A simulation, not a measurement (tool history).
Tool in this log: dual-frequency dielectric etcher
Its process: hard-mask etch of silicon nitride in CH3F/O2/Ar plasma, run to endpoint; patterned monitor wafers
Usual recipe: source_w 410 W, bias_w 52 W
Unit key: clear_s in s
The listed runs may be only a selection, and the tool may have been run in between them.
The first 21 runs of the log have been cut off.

run	day	source_w	bias_w	wafers since the last listed run	hours since the last wet clean	hours since the last source power generator calibration	hours since the last bias power generator calibration	hours since the last upper electrode change	incoming incoming film thickness, nm	clear_s
22	9.962	460	45	120	30.7	23	124.6	2633.5	31.82	51.6
23	10.288	410	52	60	38.5	30.8	132.4	2641.3	31.7	50.3
24	10.775	470	52	90	50.2	42.5	144.1	2653	32.17	49
# day 12.417: upper electrode replaced
25	12.438	410	52	123	90.1	82.4	184	0.5	31.84	50.4
26	12.454	410	52	3	90.5	82.8	184.4	0.9	31.81	50.2
27	12.479	410	52	4	91.1	83.4	185	1.5	31.85	49.4
28	12.817	490	65	62	99.2	91.5	193.1	9.6	32.11	43.8
29	14.021	490	59	224	128.1	120.4	222	38.5	32.04	45.2
30	14.412	410	39	72	137.5	129.8	231.4	47.9	31.81	56.3
31	15.092	460	58	126	153.8	146.1	247.7	64.2	31.95	45.9
32	15.775	450	57	127	170.2	162.5	264.1	80.6	31.75	46.6
33	16.108	410	52	62	178.2	170.5	272.1	88.6	31.64	49.1
34	16.467	410	42	66	186.8	179.1	280.7	97.2	31.8	54.5
35	17.092	460	64	116	201.8	194.1	295.7	112.2	31.8	43.8
36	17.383	410	52	54	208.8	201.1	302.7	119.2	31.92	50.3

3 ways to go on from here, each from the tool as it stands after run 36. What would each give?
A	17.4	410	40	3	209.2	201.5	303.1	119.6	31.65	?
B	17.4	410	43	3	209.2	201.5	303.1	119.6	31.65	?
C	17.4	480	40	3	209.2	201.5	303.1	119.6	31.65	?

run	clear_s
A	54.8
B	53.2
C	52.1
What these runs would have given with no unlogged condition in the tool:
run	clear_s
A	55.8
B	54.2
C	53
